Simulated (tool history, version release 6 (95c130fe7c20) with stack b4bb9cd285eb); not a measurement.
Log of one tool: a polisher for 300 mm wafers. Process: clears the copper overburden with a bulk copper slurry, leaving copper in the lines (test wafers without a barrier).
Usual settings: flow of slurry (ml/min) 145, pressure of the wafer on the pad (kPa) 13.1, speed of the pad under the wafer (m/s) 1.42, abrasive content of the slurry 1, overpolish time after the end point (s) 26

| run | day | flow of slurry (ml/min) | pressure of the wafer on the pad (kPa) | speed of the pad under the wafer (m/s) | abrasive content of the slurry | overpolish time after the end point (s) | incoming thickness of the incoming film, nm | time until the end point was called (s) | dishing of a wide line in a test structure (Å) |
|---|---|---|---|---|---|---|---|---|---|
| 1 | 0 | 145 | 13.1 | 1.42 | 1 | 26 | 1074.1 | 114 | 393 |
| 2 | 1.433 | 145 | 13.1 | 1.42 | 1 | 26 | 1070.1 | 114.5 | 400 |
| 3 | 3.146 | 145 | 13.1 | 1.42 | 1 | 38 | 1068.7 | 116.4 | 389 |
| 4 | 5.021 | 145 | 13.1 | 1.42 | 1 | 26 | 1078 | 120.7 | 402 |
| 5 | 6.958 | 145 | 13.1 | 1.42 | 1 | 26 | 1056.3 | 118.6 | 392 |
| 6 | 9.204 | 145 | 13.1 | 1.42 | 1 | 26 | 1065.1 | 124.1 | 400 |
|  | 9.35 | slurry blender recalibrated |
|  | 10.121 | slurry nozzle cleaned |
| 7 | 11.825 | 115 | 13.1 | 1.42 | 1 | 26 | 1072.4 | 106 | 407 |
|  | 14.6 | worn pad replaced by a new one |
|  | 16.092 | head pressure recalibrated |
| 8 | 16.154 | 145 | 15.2 | 1.42 | 1 | 15 | 1067.2 | 96.7 | 391 |
| 9 | 17.279 | 190 | 13.1 | 1.86 | 1.25 | 26 | 1066.4 | 72.5 | 392 |
| 10 | 20.046 | 145 | 13.1 | 0.98 | 1 | 42 | 1074.1 | 155.4 | 403 |
| 11 | 22.375 | 145 | 13.1 | 1.42 | 0.8 | 26 | 1063.8 | 114.5 | 406 |
| 12 | 25.05 | 145 | 13.1 | 1.42 | 1 | 26 | 1066.1 | 110.1 | 396 |
| 13 | 26.317 | 145 | 8.3 | 1.72 | 0.85 | 10 | 1072.7 | 133 | 298 |
| 14 | 27.321 | 145 | 13.1 | 1.42 | 1 | 26 | 1054.5 | 106.1 | 405 |
| 15 | 28.638 | 145 | 13.1 | 1.42 | 1 | 26 | 1065.4 | 111.3 | 391 |
|  | 28.925 | slurry blender recalibrated |
| 16 | 31.533 | 145 | 9 | 1.76 | 1 | 26 | 1053.5 | 121.8 | 375 |
|  | 32.104 | worn pad replaced by a new one |
| 17 | 32.542 | 130 | 11 | 1.18 | 1.3 | 26 | 1069.1 | 151.1 | 375 |
|  | 34.2 | slurry nozzle cleaned |
| 18 | 39.075 | 145 | 13.1 | 0.96 | 1 | 26 | 1081.7 | 150.2 | 389 |
| 19 | 41.117 | 145 | 13.1 | 1.42 | 1 | 26 | 1073 | 98.5 | 401 |
| 20 | 43.896 | 145 | 13.1 | 1.42 | 1 | 26 | 1074.6 | 98.4 | 395 |
| 21 | 45.904 | 145 | 13.1 | 1.82 | 1 | 26 | 1083.7 | 79.6 | 399 |
|  | 47.15 | slurry blender recalibrated |
| 22 | 47.708 | 170 | 13.1 | 1.42 | 1 | 26 | 1076.3 | 97.7 | 403 |
| 23 | 48.958 | 145 | 13.1 | 1.82 | 1 | 14 | 1078.2 | 79.9 | 384 |
|  | 50.425 | worn pad replaced by a new one |
|  | 51.588 | head pressure recalibrated |
| 24 | 51.879 | 105 | 10.3 | 1.66 | 1 | 11 | 1064.8 | 133.7 | 310 |
| 25 | 53.75 | 145 | 13.1 | 1.42 | 1 | 13 | 1082.3 | 118.1 | 354 |
| 26 | 55.192 | 145 | 13.1 | 1.04 | 0.8 | 26 | 1068.9 | 172 | 385 |
| 27 | 56.192 | 145 | 13.1 | 1.42 | 0.75 | 26 | 1072 | 128.8 | 394 |
|  | 57.592 | slurry nozzle cleaned |
| 28 | 58.421 | 145 | 15.2 | 1.42 | 1 | 26 | 1061.4 | 92.2 | 399 |

Forecast each of these 4 alternatives for the next run:
| A | 58.442 | 145 | 13.1 | 1.42 | 1 | 26 | 1054.8 | ? | ? |
| B | 58.442 | 120 | 13.1 | 1.86 | 0.9 | 41 | 1054.8 | ? | ? |
| C | 58.442 | 180 | 15.9 | 1.42 | 1 | 40 | 1054.8 | ? | ? |
| D | 58.442 | 110 | 16.5 | 1.42 | 1 | 41 | 1054.8 | ? | ? |

| run | time until the end point was called (s) | dishing of a wide line in a test structure (Å) |
|---|---|---|
| A | 100.9 | 404 |
| B | 83.4 | 407 |
| C | 83 | 418 |
| D | 88.9 | 420 |
Without the tool's hidden state the same runs would have given:
| run | time until the end point was called (s) | dishing of a wide line in a test structure (Å) |
|---|---|---|
| A | 104.1 | 402 |
| B | 86 | 405 |
| C | 85.7 | 415 |
| D | 91.5 | 417 |

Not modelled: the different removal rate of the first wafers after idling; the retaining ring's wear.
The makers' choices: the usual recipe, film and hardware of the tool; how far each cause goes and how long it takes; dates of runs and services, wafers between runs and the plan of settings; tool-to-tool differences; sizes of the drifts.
